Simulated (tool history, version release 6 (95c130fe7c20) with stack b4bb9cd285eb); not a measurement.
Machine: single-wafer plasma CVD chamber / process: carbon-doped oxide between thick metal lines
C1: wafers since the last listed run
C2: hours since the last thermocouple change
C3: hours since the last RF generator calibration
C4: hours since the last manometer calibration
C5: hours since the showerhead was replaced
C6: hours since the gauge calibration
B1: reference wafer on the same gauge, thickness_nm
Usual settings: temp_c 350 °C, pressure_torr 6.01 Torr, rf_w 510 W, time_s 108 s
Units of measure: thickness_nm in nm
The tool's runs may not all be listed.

{"run": 1, "hour": 0.0, "temp_c": 350, "pressure_torr": 6.01, "rf_w": 510, "time_s": 108, "C1": 0, "C2": 916.5, "C3": 687.3, "C4": 1721.7, "C5": 2187.3, "C6": 1132.5, "B1": 529.019, "thickness_nm": 526.993}
{"run": 2, "hour": 51.4, "temp_c": 350, "pressure_torr": 6.01, "rf_w": 510, "time_s": 108, "C1": 513, "C2": 967.9, "C3": 738.7, "C4": 1773.1, "C5": 2238.7, "C6": 1183.9, "B1": 528.612, "thickness_nm": 527.382}
{"run": 3, "hour": 85.1, "temp_c": 358, "pressure_torr": 6.01, "rf_w": 510, "time_s": 108, "C1": 336, "C2": 1001.6, "C3": 772.4, "C4": 1806.8, "C5": 2272.4, "C6": 1217.6, "B1": 528.976, "thickness_nm": 518.19}
{"hour": 117.7, "done": "capacitance manometer re-zeroed and calibrated"}
{"run": 4, "hour": 121.8, "temp_c": 358, "pressure_torr": 6.01, "rf_w": 510, "time_s": 108, "C1": 286, "C2": 1038.3, "C3": 809.1, "C4": 4.1, "C5": 2309.1, "C6": 1254.3, "B1": 529.249, "thickness_nm": 519.09}
{"run": 5, "hour": 187.2, "temp_c": 350, "pressure_torr": 6.01, "rf_w": 510, "time_s": 108, "C1": 653, "C2": 1103.7, "C3": 874.5, "C4": 69.5, "C5": 2374.5, "C6": 1319.7, "B1": 528.859, "thickness_nm": 527.318}
{"hour": 223.5, "done": "RF generator calibrated"}
{"run": 6, "hour": 224.0, "temp_c": 363, "pressure_torr": 5.63, "rf_w": 450, "time_s": 118, "C1": 287, "C2": 1140.5, "C3": 0.5, "C4": 106.3, "C5": 2411.3, "C6": 1356.5, "B1": 529.033, "thickness_nm": 538.576}
{"run": 7, "hour": 280.4, "temp_c": 341, "pressure_torr": 6.01, "rf_w": 450, "time_s": 108, "C1": 563, "C2": 1196.9, "C3": 56.9, "C4": 162.7, "C5": 2467.7, "C6": 1412.9, "B1": 528.883, "thickness_nm": 521.384}
{"run": 8, "hour": 343.4, "temp_c": 354, "pressure_torr": 5.05, "rf_w": 455, "time_s": 94, "C1": 629, "C2": 1259.9, "C3": 119.9, "C4": 225.7, "C5": 2530.7, "C6": 1475.9, "B1": 528.952, "thickness_nm": 436.824}
{"hour": 367.4, "done": "showerhead replaced"}
{"run": 9, "hour": 400.7, "temp_c": 350, "pressure_torr": 6.01, "rf_w": 510, "time_s": 108, "C1": 492, "C2": 1317.2, "C3": 177.2, "C4": 283, "C5": 33.3, "C6": 1533.2, "B1": 529.173, "thickness_nm": 533.777}
{"run": 10, "hour": 433.0, "temp_c": 350, "pressure_torr": 6.78, "rf_w": 545, "time_s": 95, "C1": 322, "C2": 1349.5, "C3": 209.5, "C4": 315.3, "C5": 65.6, "C6": 1565.5, "B1": 529.104, "thickness_nm": 483.921}
{"run": 11, "hour": 500.0, "temp_c": 336, "pressure_torr": 6.85, "rf_w": 445, "time_s": 102, "C1": 669, "C2": 1416.5, "C3": 276.5, "C4": 382.3, "C5": 132.6, "C6": 1632.5, "B1": 528.854, "thickness_nm": 501.857}
{"run": 12, "hour": 538.2, "temp_c": 346, "pressure_torr": 7.33, "rf_w": 510, "time_s": 93, "C1": 381, "C2": 1454.7, "C3": 314.7, "C4": 420.5, "C5": 170.8, "C6": 1670.7, "B1": 528.832, "thickness_nm": 470.593}
{"hour": 547.3, "done": "gauge calibrated"}
{"run": 13, "hour": 594.0, "temp_c": 350, "pressure_torr": 6.01, "rf_w": 590, "time_s": 91, "C1": 557, "C2": 1510.5, "C3": 370.5, "C4": 476.3, "C5": 226.6, "C6": 46.7, "B1": 528.916, "thickness_nm": 472.188}
{"run": 14, "hour": 651.6, "temp_c": 340, "pressure_torr": 6.01, "rf_w": 510, "time_s": 121, "C1": 575, "C2": 1568.1, "C3": 428.1, "C4": 533.9, "C5": 284.2, "C6": 104.3, "B1": 528.926, "thickness_nm": 613.373}
{"hour": 695.7, "done": "thermocouple changed; heater temperature recalibrated"}
{"run": 15, "hour": 709.0, "temp_c": 359, "pressure_torr": 6.01, "rf_w": 510, "time_s": 108, "C1": 493, "C2": 13.3, "C3": 485.5, "C4": 591.3, "C5": 341.6, "C6": 161.7, "B1": 528.861, "thickness_nm": 514.823}
{"run": 16, "hour": 778.6, "temp_c": 350, "pressure_torr": 6.48, "rf_w": 440, "time_s": 92, "C1": 695, "C2": 82.9, "C3": 555.1, "C4": 660.9, "C5": 411.2, "C6": 231.3, "B1": 528.909, "thickness_nm": 428.512}
{"run": 17, "hour": 810.7, "temp_c": 350, "pressure_torr": 6.01, "rf_w": 510, "time_s": 108, "C1": 320, "C2": 115, "C3": 587.2, "C4": 693, "C5": 443.3, "C6": 263.4, "B1": 529.064, "thickness_nm": 526.455}
{"run": 18, "hour": 838.9, "temp_c": 339, "pressure_torr": 6.01, "rf_w": 510, "time_s": 122, "C1": 281, "C2": 143.2, "C3": 615.4, "C4": 721.2, "C5": 471.5, "C6": 291.6, "B1": 528.765, "thickness_nm": 608.146}
{"run": 19, "hour": 906.6, "temp_c": 355, "pressure_torr": 6.01, "rf_w": 510, "time_s": 108, "C1": 676, "C2": 210.9, "C3": 683.1, "C4": 788.9, "C5": 539.2, "C6": 359.3, "B1": 528.954, "thickness_nm": 519.832}
{"run": 20, "hour": 963.6, "temp_c": 361, "pressure_torr": 6.01, "rf_w": 510, "time_s": 126, "C1": 569, "C2": 267.9, "C3": 740.1, "C4": 845.9, "C5": 596.2, "C6": 416.3, "B1": 528.87, "thickness_nm": 600.974}
{"run": 21, "hour": 1030.9, "temp_c": 350, "pressure_torr": 6.01, "rf_w": 510, "time_s": 108, "C1": 672, "C2": 335.2, "C3": 807.4, "C4": 913.2, "C5": 663.5, "C6": 483.6, "B1": 529.219, "thickness_nm": 524.294}
{"run": 22, "hour": 1084.1, "temp_c": 350, "pressure_torr": 6.01, "rf_w": 510, "time_s": 108, "C1": 531, "C2": 388.4, "C3": 860.6, "C4": 966.4, "C5": 716.7, "C6": 536.8, "B1": 528.861, "thickness_nm": 526.001}
{"hour": 1114.4, "done": "RF generator calibrated"}
{"run": 23, "hour": 1128.0, "temp_c": 338, "pressure_torr": 6.01, "rf_w": 425, "time_s": 108, "C1": 358, "C2": 432.3, "C3": 13.6, "C4": 1010.3, "C5": 760.6, "C6": 580.7, "B1": 528.97, "thickness_nm": 514.517}
{"run": 24, "hour": 1159.9, "temp_c": 350, "pressure_torr": 7.01, "rf_w": 510, "time_s": 90, "C1": 318, "C2": 464.2, "C3": 45.5, "C4": 1042.2, "C5": 792.5, "C6": 612.6, "B1": 528.929, "thickness_nm": 447.165}
{"run": 25, "hour": 1217.7, "temp_c": 350, "pressure_torr": 4.72, "rf_w": 475, "time_s": 127, "C1": 577, "C2": 522, "C3": 103.3, "C4": 1100, "C5": 850.3, "C6": 670.4, "B1": 529.153, "thickness_nm": 599.622}
{"run": 26, "hour": 1277.3, "temp_c": 350, "pressure_torr": 6.01, "rf_w": 510, "time_s": 108, "C1": 595, "C2": 581.6, "C3": 162.9, "C4": 1159.6, "C5": 909.9, "C6": 730, "B1": 529.363, "thickness_nm": 531.051}
{"run": 27, "hour": 1336.1, "temp_c": 350, "pressure_torr": 7.01, "rf_w": 510, "time_s": 90, "C1": 587, "C2": 640.4, "C3": 221.7, "C4": 1218.4, "C5": 968.7, "C6": 788.8, "B1": 528.736, "thickness_nm": 450.782}
{"run": 28, "hour": 1385.4, "temp_c": 355, "pressure_torr": 6.46, "rf_w": 510, "time_s": 108, "C1": 492, "C2": 689.7, "C3": 271, "C4": 1267.7, "C5": 1018, "C6": 838.1, "B1": 528.839, "thickness_nm": 529.07}

Here are 4 independent what-if runs from the current tool condition. What would each one return?
{"run": "A", "hour": 1385.8, "temp_c": 350, "pressure_torr": 6.01, "rf_w": 510, "time_s": 108, "C1": 3, "C2": 690.1, "C3": 271.4, "C4": 1268.1, "C5": 1018.4, "C6": 838.5, "B1": "?", "thickness_nm": "?"}
{"run": "B", "hour": 1385.8, "temp_c": 364, "pressure_torr": 4.59, "rf_w": 510, "time_s": 108, "C1": 3, "C2": 690.1, "C3": 271.4, "C4": 1268.1, "C5": 1018.4, "C6": 838.5, "B1": "?", "thickness_nm": "?"}
{"run": "C", "hour": 1385.8, "temp_c": 350, "pressure_torr": 6.01, "rf_w": 425, "time_s": 108, "C1": 3, "C2": 690.1, "C3": 271.4, "C4": 1268.1, "C5": 1018.4, "C6": 838.5, "B1": "?", "thickness_nm": "?"}
{"run": "D", "hour": 1385.8, "temp_c": 350, "pressure_torr": 6.01, "rf_w": 510, "time_s": 95, "C1": 3, "C2": 690.1, "C3": 271.4, "C4": 1268.1, "C5": 1018.4, "C6": 838.5, "B1": "?", "thickness_nm": "?"}

run=A B1=528.709 thickness_nm=533.589
run=B B1=528.709 thickness_nm=505.285
run=C B1=528.709 thickness_nm=500.584
run=D B1=528.709 thickness_nm=469.681
With no hidden state in the tool, these same runs would have given:
run=A thickness_nm=533.01
run=B thickness_nm=505.197
run=C thickness_nm=500.09
run=D thickness_nm=469.172
